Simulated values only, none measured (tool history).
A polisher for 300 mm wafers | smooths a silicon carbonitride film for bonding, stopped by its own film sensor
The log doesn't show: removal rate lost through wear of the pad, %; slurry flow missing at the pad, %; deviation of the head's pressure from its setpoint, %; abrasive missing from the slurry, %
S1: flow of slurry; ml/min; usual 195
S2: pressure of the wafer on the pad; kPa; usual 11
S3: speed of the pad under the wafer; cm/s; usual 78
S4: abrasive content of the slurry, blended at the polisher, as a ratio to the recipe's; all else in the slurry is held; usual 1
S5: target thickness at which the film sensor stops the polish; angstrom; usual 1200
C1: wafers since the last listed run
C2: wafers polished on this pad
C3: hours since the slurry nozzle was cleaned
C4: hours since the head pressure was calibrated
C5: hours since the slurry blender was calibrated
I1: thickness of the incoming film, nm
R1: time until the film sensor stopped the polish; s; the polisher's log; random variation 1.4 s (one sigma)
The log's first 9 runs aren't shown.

Run 10, day 12.733: usual settings but S1 160 ml/min, S2 15.2 kPa, S3 66 cm/s, S4 0.85; C1 327; C2 1858; C3 530.5; C4 205; C5 102.9; I1 142.4. Result: R1 139.5 s.
Run 11, day 13.721: usual settings; C1 257; C2 2116; C3 554.2; C4 228.7; C5 126.6; I1 141.1. Result: R1 127.1 s.
Run 12, day 14.458: usual settings but S2 13.1 kPa, S3 88 cm/s, S4 1.3; C1 192; C2 2309; C3 571.9; C4 246.4; C5 144.3; I1 140.7. Result: R1 87.3 s.
Run 13, day 15.133: usual settings but S1 235 ml/min, S4 1.15, S5 1220 angstrom; C1 176; C2 2485; C3 588.1; C4 262.6; C5 160.5; I1 139.7. Result: R1 94.3 s.
Run 14, day 16.329: usual settings but S2 6.9 kPa, S4 0.9; C1 312; C2 2797; C3 616.8; C4 291.3; C5 189.2; I1 141.6. Result: R1 189.9 s.
At day 17.496: worn pad replaced by a new one.
Run 15, day 17.638: usual settings but S1 220 ml/min, S5 1230 angstrom; C1 298; C2 36; C3 648.2; C4 322.7; C5 220.6; I1 140. Result: R1 98.9 s.
Run 16, day 18.15: usual settings; C1 133; C2 170; C3 660.5; C4 335; C5 232.9; I1 138.9. Result: R1 112 s.
At day 18.258: slurry nozzle cleaned.
At day 19.158: slurry blender recalibrated.
Run 17, day 19.371: usual settings but S4 1.25; C1 286; C2 456; C3 26.7; C4 364.3; C5 5.1; I1 140.3. Result: R1 105 s.
Run 18, day 20.683: usual settings but S1 250 ml/min, S2 13.1 kPa, S5 1180 angstrom; C1 342; C2 799; C3 58.2; C4 395.8; C5 36.6; I1 140.2. Result: R1 110.7 s.
Run 19, day 21.988: usual settings; C1 340; C2 1140; C3 89.5; C4 427.1; C5 67.9; I1 140.8. Result: R1 121.3 s.

The next listed run, before its measurement:
Run 20, day 22.946: usual settings but S1 145 ml/min, S2 12.4 kPa, S3 96 cm/s, S5 1240 angstrom; C1 250; C2 1390; C3 112.5; C4 450.1; C5 90.9; I1 139.7. Result: R1 ?.

{"run 20": {"R1": 79.4}}
Without the tool's hidden state the same run would have given R1 81.4 s.
